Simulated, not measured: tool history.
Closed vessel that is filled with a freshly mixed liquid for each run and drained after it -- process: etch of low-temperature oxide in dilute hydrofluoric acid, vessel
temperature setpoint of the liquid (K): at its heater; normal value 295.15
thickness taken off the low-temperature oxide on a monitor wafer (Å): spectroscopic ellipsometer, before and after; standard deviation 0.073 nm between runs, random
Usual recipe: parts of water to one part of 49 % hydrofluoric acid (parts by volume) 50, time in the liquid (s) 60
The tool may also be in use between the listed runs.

run	hour	temperature setpoint of the liquid (K)	parts of water to one part of 49 % hydrofluoric acid (parts by volume)	time in the liquid (s)	read-back film thickness of the low-temperature oxide reference wafer, read on the same gauge (nm)	thickness taken off the low-temperature oxide on a monitor wafer (Å)
1	0	291.65	50	60	90.02	155.2
2	105.9	291.65	50	60	89.99	155.2
3	218.6	295.15	50	45	89.98	135.3
4	293.3	295.15	50	50	90	150.7
5	354.7	295.15	50	50	90.01	152.5
6	410.3	295.15	50	60	89.99	181.9
7	484.2	295.15	50	60	90.01	182.6
8	560.6	295.15	50	60	89.99	182.3
9	704.1	295.15	65	40	90.01	91.4
10	776.3	295.15	65	40	90.01	93.2
11	817.2	295.15	65	40	90	93.3
12	871.2	295.15	50	80	90	245
13	924.2	295.15	50	80	90	246.3
14	998.3	295.15	50	60	90.01	185.3
15	1058.4	295.15	50	60	90.01	185.7
16	1132.8	296.65	65	45	90.01	112.6
17	1232.8	295.15	50	60	89.98	186.6
18	1316.7	299.15	60	85	89.98	255
19	1374.7	290.65	50	75	90	193.1
20	1447	295.15	50	60	89.99	177.4
21	1707.7	298.65	50	60	90.01	205.7
22	1929.1	299.15	35	50	90.02	257.7
23	1994.2	290.15	65	70	90	128.7
24	2051.2	298.65	60	50	90	142.4
25	2112.3	291.65	50	60	90.01	156.5
26	2171.3	295.15	50	60	90	179.6
27	2234.1	295.15	50	60	89.99	180.8
28	2278.9	295.15	60	90	89.98	226.7
29	2357.6	293.15	30	75	90.01	356.4
30	2404.6	297.65	40	70	90.01	299.1

Put back what was entered between runs (3 entries, withheld): which listed runs does each sit between, and how does the hidden state differ from the listed run before to the listed run after?
In the gap between runs 19 and 20: hydrofluoric acid flow meter replaced (hour 1397)
  hydrofluoric acid flow above the setpoint (%): 5.67 -> 0.472
  measured result minus the result with no hidden state, thickness taken off the low-temperature oxide on a monitor wafer (Å): +11 -> +0.9
In the gap between runs 20 and 21: thermometer replaced (hour 1468.6); gauge calibrated (hour 1670.2)
  hydrofluoric acid flow above the setpoint (%): 0.472 -> 1.22
  measured result minus the result with no hidden state, thickness taken off the low-temperature oxide on a monitor wafer (Å): +0.9 -> +2.6
